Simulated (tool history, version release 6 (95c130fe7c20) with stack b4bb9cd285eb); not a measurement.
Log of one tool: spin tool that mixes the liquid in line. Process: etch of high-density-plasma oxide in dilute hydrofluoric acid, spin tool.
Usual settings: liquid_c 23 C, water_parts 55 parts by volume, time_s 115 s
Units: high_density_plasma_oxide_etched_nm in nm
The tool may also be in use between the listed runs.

run,hour,liquid_c,water_parts,time_s,wafers since the last listed run,hours since the thermometer was replaced,hours since the hydrofluoric acid flow meter was replaced,hours since the gauge calibration,"read-back film thickness of the high-density-plasma oxide reference wafer, read on the same gauge (nm)",high_density_plasma_oxide_etched_nm
1,0,23,55,90,0,245.6,1425.8,241.2,139.97,11.72
2,35,23,55,115,443,280.6,1460.8,276.2,139.99,15.03
3,63.5,23,55,115,361,309.1,1489.3,304.7,140.01,15.09
4,93.4,23,55,115,378,339,1519.2,334.6,140.02,15.18
5,122.3,23,55,115,366,367.9,1548.1,363.5,139.96,15.17
# hour 140.2: gauge calibrated
6,144.3,23,55,115,278,389.9,1570.1,4.1,139.98,14.9
7,179.8,26,55,115,449,425.4,1605.6,39.6,140,17.03
8,236.3,26,55,115,715,481.9,1662.1,96.1,139.99,16.92
9,270.1,26,55,115,428,515.7,1695.9,129.9,140,16.82
10,295,23,55,115,315,540.6,1720.8,154.8,139.99,14.93
11,329.5,23,75,115,437,575.1,1755.3,189.3,140,10.48
12,353.9,23,75,115,309,599.5,1779.7,213.7,140.01,10.56
# hour 357.2: hydrofluoric acid flow meter replaced
13,371.9,23,75,115,215,617.5,14.7,231.7,140.03,12.22
14,390.4,23,55,115,234,636,33.2,250.2,139.99,16.8
15,421.7,26.5,35,115,396,667.3,64.5,281.5,139.98,31.44
16,446.5,23,55,115,314,692.1,89.3,306.3,140.01,17
17,476.3,28,40,75,377,721.9,119.1,336.1,140,19.12
18,501,27,45,55,313,746.6,143.8,360.8,140,11.83
# hour 504.1: thermometer replaced
19,522.6,23,55,115,261,18.5,165.4,382.4,140.05,16.28
20,539.8,25.5,85,65,217,35.7,182.6,399.6,139.96,6.26
21,570.4,23,55,115,387,66.3,213.2,430.2,140.01,15.79
22,587.8,27.5,80,95,220,83.7,230.6,447.6,139.99,10.45
# hour 593.9: gauge calibrated
23,604.6,26,75,55,212,100.5,247.4,10.7,139.99,6.16
24,619.5,23,55,115,188,115.4,262.3,25.6,139.99,15.89
25,649,23,55,115,373,144.9,291.8,55.1,140,15.95
26,689.3,18.5,30,65,510,185.2,332.1,95.4,140.01,14.38
27,708,23,75,185,236,203.9,350.8,114.1,140.01,18.64
28,724.9,23,55,115,214,220.8,367.7,131,139.99,16.02
29,785.4,21,55,95,766,281.3,428.2,191.5,139.98,12.12
30,814.3,23,65,75,366,310.2,457.1,220.4,140.01,8.72
31,847.2,18.5,85,115,416,343.1,490,253.3,140.04,8.2

Hidden state at the last listed run before each entry between runs and at the first one after, where it differs:
Between runs 5 and 6: gauge calibrated (hour 140.2)
  liquid hotter than its thermometer reads (K): 0.793 -> 0.829; hydrofluoric acid flow below the setpoint (%): 10.8 -> 11
  measured less the result without the state, high_density_plasma_oxide_etched_nm: -1.44 -> -1.42 nm
Between runs 12 and 13: hydrofluoric acid flow meter replaced (hour 357.2)
  liquid hotter than its thermometer reads (K): 1.17 -> 1.2; hydrofluoric acid flow below the setpoint (%): 12.5 -> 1.34
  measured less the result without the state, high_density_plasma_oxide_etched_nm: -1.1 -> +0.4 nm
Between runs 18 and 19: thermometer replaced (hour 504.1)
  liquid hotter than its thermometer reads (K): 1.42 -> 0.0528; hydrofluoric acid flow below the setpoint (%): 2.23 -> 2.38
  measured less the result without the state, high_density_plasma_oxide_etched_nm: +0.38 -> -0.39 nm
Between runs 22 and 23: gauge calibrated (hour 593.9)
  liquid hotter than its thermometer reads (K): 0.16 -> 0.188; hydrofluoric acid flow below the setpoint (%): 2.84 -> 2.95
  measured less the result without the state, high_density_plasma_oxide_etched_nm: -0.28 -> -0.16 nm
